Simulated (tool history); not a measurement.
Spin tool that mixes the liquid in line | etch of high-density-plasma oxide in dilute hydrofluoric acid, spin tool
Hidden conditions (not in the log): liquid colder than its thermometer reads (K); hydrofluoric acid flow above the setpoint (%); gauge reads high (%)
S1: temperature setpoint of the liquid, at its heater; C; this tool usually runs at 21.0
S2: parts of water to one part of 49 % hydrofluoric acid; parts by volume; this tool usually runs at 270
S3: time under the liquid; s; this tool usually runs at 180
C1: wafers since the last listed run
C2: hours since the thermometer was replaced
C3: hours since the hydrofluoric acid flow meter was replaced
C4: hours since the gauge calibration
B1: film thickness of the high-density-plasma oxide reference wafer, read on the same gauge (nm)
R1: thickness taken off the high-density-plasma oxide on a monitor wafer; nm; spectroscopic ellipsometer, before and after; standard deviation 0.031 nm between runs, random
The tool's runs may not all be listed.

| run | day | S1 | S2 | S3 | C1 | C2 | C3 | C4 | B1 | R1 |
|---|---|---|---|---|---|---|---|---|---|---|
| 1 | 0.000 | 21.0 | 350 | 180 | 0 | 848.1 | 1527.0 | 387.3 | 150.002 | 2.738 |
| 2 | 2.604 | 21.0 | 350 | 180 | 599 | 910.6 | 1589.5 | 449.8 | 149.983 | 2.738 |
| 3 | 4.283 | 21.0 | 350 | 180 | 386 | 950.9 | 1629.8 | 490.1 | 149.990 | 2.775 |
| 4 | 6.675 | 17.5 | 270 | 180 | 550 | 1008.3 | 1687.2 | 547.5 | 150.025 | 3.323 |
| 5 | 8.004 | 17.5 | 270 | 180 | 305 | 1040.2 | 1719.1 | 579.4 | 149.980 | 3.392 |
| 6 | 9.779 | 17.5 | 270 | 180 | 408 | 1082.8 | 1761.7 | 622.0 | 149.992 | 3.376 |
| 7 | 12.704 | 21.0 | 270 | 180 | 673 | 1153.0 | 1831.9 | 692.2 | 149.991 | 3.854 |
| 8 | 15.588 | 21.0 | 270 | 180 | 663 | 1222.2 | 1901.1 | 761.4 | 149.993 | 3.812 |
| 9 | 18.112 | 20.0 | 270 | 180 | 581 | 1282.8 | 1961.7 | 822.0 | 150.060 | 3.762 |
|  | 18.912 | hydrofluoric acid flow meter replaced |
| 10 | 19.896 | 21.0 | 270 | 180 | 400 | 1325.6 | 23.6 | 864.8 | 150.075 | 3.590 |
|  | 20.096 | thermometer replaced |
| 11 | 22.392 | 21.0 | 270 | 180 | 564 | 55.1 | 83.5 | 924.7 | 149.951 | 3.576 |
|  | 22.975 | gauge calibrated |
| 12 | 23.858 | 21.0 | 270 | 180 | 337 | 90.3 | 118.7 | 21.2 | 150.009 | 3.572 |
| 13 | 24.917 | 17.5 | 170 | 110 | 243 | 115.7 | 144.1 | 46.6 | 149.974 | 3.375 |
| 14 | 27.638 | 17.0 | 270 | 145 | 626 | 181.0 | 209.4 | 111.9 | 149.977 | 2.499 |
| 15 | 29.308 | 21.0 | 270 | 180 | 384 | 221.1 | 249.5 | 152.0 | 149.969 | 3.623 |
| 16 | 30.817 | 17.0 | 150 | 100 | 347 | 257.3 | 285.7 | 188.2 | 150.048 | 3.485 |
| 17 | 32.592 | 21.0 | 355 | 135 | 408 | 299.9 | 328.3 | 230.8 | 149.986 | 1.893 |
| 18 | 34.800 | 21.0 | 270 | 80 | 508 | 352.9 | 381.3 | 283.8 | 150.035 | 1.616 |
| 19 | 36.833 | 19.5 | 270 | 110 | 468 | 401.7 | 430.1 | 332.6 | 149.986 | 2.089 |
| 20 | 39.812 | 19.0 | 270 | 265 | 685 | 473.2 | 501.6 | 404.1 | 149.998 | 4.926 |
| 21 | 41.875 | 22.5 | 320 | 230 | 474 | 522.7 | 551.1 | 453.6 | 149.986 | 3.923 |
| 22 | 43.504 | 25.0 | 270 | 180 | 375 | 561.8 | 590.2 | 492.7 | 149.989 | 4.153 |
| 23 | 46.292 | 21.0 | 270 | 180 | 641 | 628.7 | 657.1 | 559.6 | 149.992 | 3.687 |
| 24 | 48.004 | 26.0 | 270 | 180 | 394 | 669.8 | 698.2 | 600.7 | 149.996 | 4.311 |
| 25 | 49.279 | 21.0 | 270 | 180 | 293 | 700.4 | 728.8 | 631.3 | 149.990 | 3.651 |
| 26 | 50.946 | 22.5 | 270 | 180 | 383 | 740.4 | 768.8 | 671.3 | 149.985 | 3.923 |
| 27 | 52.438 | 21.0 | 270 | 180 | 343 | 776.2 | 804.6 | 707.1 | 150.003 | 3.656 |
| 28 | 54.204 | 21.0 | 185 | 235 | 406 | 818.6 | 847.0 | 749.5 | 150.014 | 7.548 |
| 29 | 55.821 | 22.5 | 270 | 180 | 372 | 857.4 | 885.8 | 788.3 | 150.014 | 3.893 |
| 30 | 56.829 | 21.0 | 375 | 285 | 232 | 881.6 | 910.0 | 812.5 | 150.026 | 3.854 |
| 31 | 58.050 | 25.0 | 400 | 180 | 281 | 910.9 | 939.3 | 841.8 | 150.059 | 2.542 |
| 32 | 60.908 | 18.5 | 400 | 180 | 657 | 979.5 | 1007.9 | 910.4 | 149.974 | 2.041 |

Selected run-to-run steps in R1, each split into two signed amounts: the part the tool would show with no hidden state at all (from settings, incoming material and random variation), and the remainder, which goes to the hidden state together with any gauge scatter not common to the measured and the hidden-state-free results:
Run 9 -> 10: S1 20.0 -> 21.0, hydrofluoric acid flow meter replaced. R1 -0.172 nm: hidden state -0.274, all else +0.102.
Run 19 -> 20: S1 19.5 -> 19.0, S3 110 -> 265. R1 +2.837 nm: hidden state +0.053, all else +2.784.
Run 27 -> 28: S2 270 -> 185, S3 180 -> 235. R1 +3.892 nm: hidden state +0.105, all else +3.787.
Run 28 -> 29: S1 21.0 -> 22.5, S2 185 -> 270, S3 235 -> 180. R1 -3.655 nm: hidden state -0.088, all else -3.567.
